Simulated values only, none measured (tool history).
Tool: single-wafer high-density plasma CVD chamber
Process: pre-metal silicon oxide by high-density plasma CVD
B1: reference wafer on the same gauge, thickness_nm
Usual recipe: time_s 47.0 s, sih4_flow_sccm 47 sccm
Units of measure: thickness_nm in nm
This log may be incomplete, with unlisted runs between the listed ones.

Run 1, day 0.000: usual settings; B1 240.943. Result: thickness_nm 227.758 nm.
Run 2, day 1.571: usual settings; B1 241.086. Result: thickness_nm 226.939 nm.
Run 3, day 3.300: usual settings; B1 241.109. Result: thickness_nm 227.592 nm.
Run 4, day 4.808: usual settings; B1 240.865. Result: thickness_nm 226.566 nm.
Run 5, day 6.796: usual settings; B1 240.816. Result: thickness_nm 227.682 nm.
Run 6, day 9.562: usual settings but time_s 43.2 s, sih4_flow_sccm 44 sccm; B1 240.869. Result: thickness_nm 194.408 nm.
Run 7, day 11.683: usual settings but time_s 43.2 s, sih4_flow_sccm 44 sccm; B1 241.004. Result: thickness_nm 194.890 nm.
Run 8, day 13.967: usual settings but time_s 43.2 s, sih4_flow_sccm 44 sccm; B1 241.284. Result: thickness_nm 195.683 nm.
At day 15.738: silane flow controller replaced.
Run 9, day 16.858: usual settings but sih4_flow_sccm 44 sccm; B1 240.988. Result: thickness_nm 211.796 nm.
Run 10, day 19.367: usual settings but sih4_flow_sccm 44 sccm; B1 241.083. Result: thickness_nm 212.732 nm.
Run 11, day 21.054: usual settings; B1 240.843. Result: thickness_nm 228.536 nm.
Run 12, day 22.867: usual settings but time_s 50.4 s, sih4_flow_sccm 43 sccm; B1 241.327. Result: thickness_nm 224.583 nm.
At day 23.892: gauge calibrated.
Run 13, day 25.062: usual settings but time_s 50.2 s, sih4_flow_sccm 54 sccm; B1 241.337. Result: thickness_nm 279.269 nm.
Run 14, day 26.971: usual settings but time_s 55.3 s, sih4_flow_sccm 56 sccm; B1 240.781. Result: thickness_nm 318.405 nm.
Run 15, day 28.654: usual settings but time_s 40.5 s, sih4_flow_sccm 43 sccm; B1 240.689. Result: thickness_nm 178.284 nm.
Run 16, day 29.846: usual settings but time_s 54.2 s, sih4_flow_sccm 44 sccm; B1 240.818. Result: thickness_nm 246.358 nm.
Run 17, day 31.996: usual settings; B1 241.230. Result: thickness_nm 227.936 nm.
Run 18, day 34.938: usual settings but time_s 50.3 s, sih4_flow_sccm 52 sccm; B1 241.214. Result: thickness_nm 271.189 nm.
Run 19, day 37.267: usual settings; B1 240.895. Result: thickness_nm 228.641 nm.
Run 20, day 38.679: usual settings but time_s 52.7 s, sih4_flow_sccm 55 sccm; B1 240.978. Result: thickness_nm 300.271 nm.
Run 21, day 40.671: usual settings but time_s 50.3 s, sih4_flow_sccm 55 sccm; B1 240.940. Result: thickness_nm 285.786 nm.
At day 44.996: gauge calibrated.
Run 22, day 47.683: usual settings but sih4_flow_sccm 38 sccm; B1 240.781. Result: thickness_nm 183.106 nm.
Run 23, day 49.200: usual settings but time_s 53.6 s, sih4_flow_sccm 55 sccm; B1 240.628. Result: thickness_nm 303.560 nm.

Alternative continuations, all from the tool just after run 23; predict every row:
Run A, day 49.217: usual settings but sih4_flow_sccm 52 sccm; B1 ?. Result: thickness_nm ?.
Run B, day 49.217: usual settings but time_s 42.0 s, sih4_flow_sccm 40 sccm; B1 ?. Result: thickness_nm ?.
Run C, day 49.217: usual settings but time_s 51.1 s; B1 ?. Result: thickness_nm ?.

run       B1  thickness_nm
  A  241.069       251.921
  B  241.069       173.170
  C  241.069       247.561
Had the tool no hidden state, the same runs would have come out as:
run  thickness_nm
  A       251.921
  B       173.170
  C       247.561
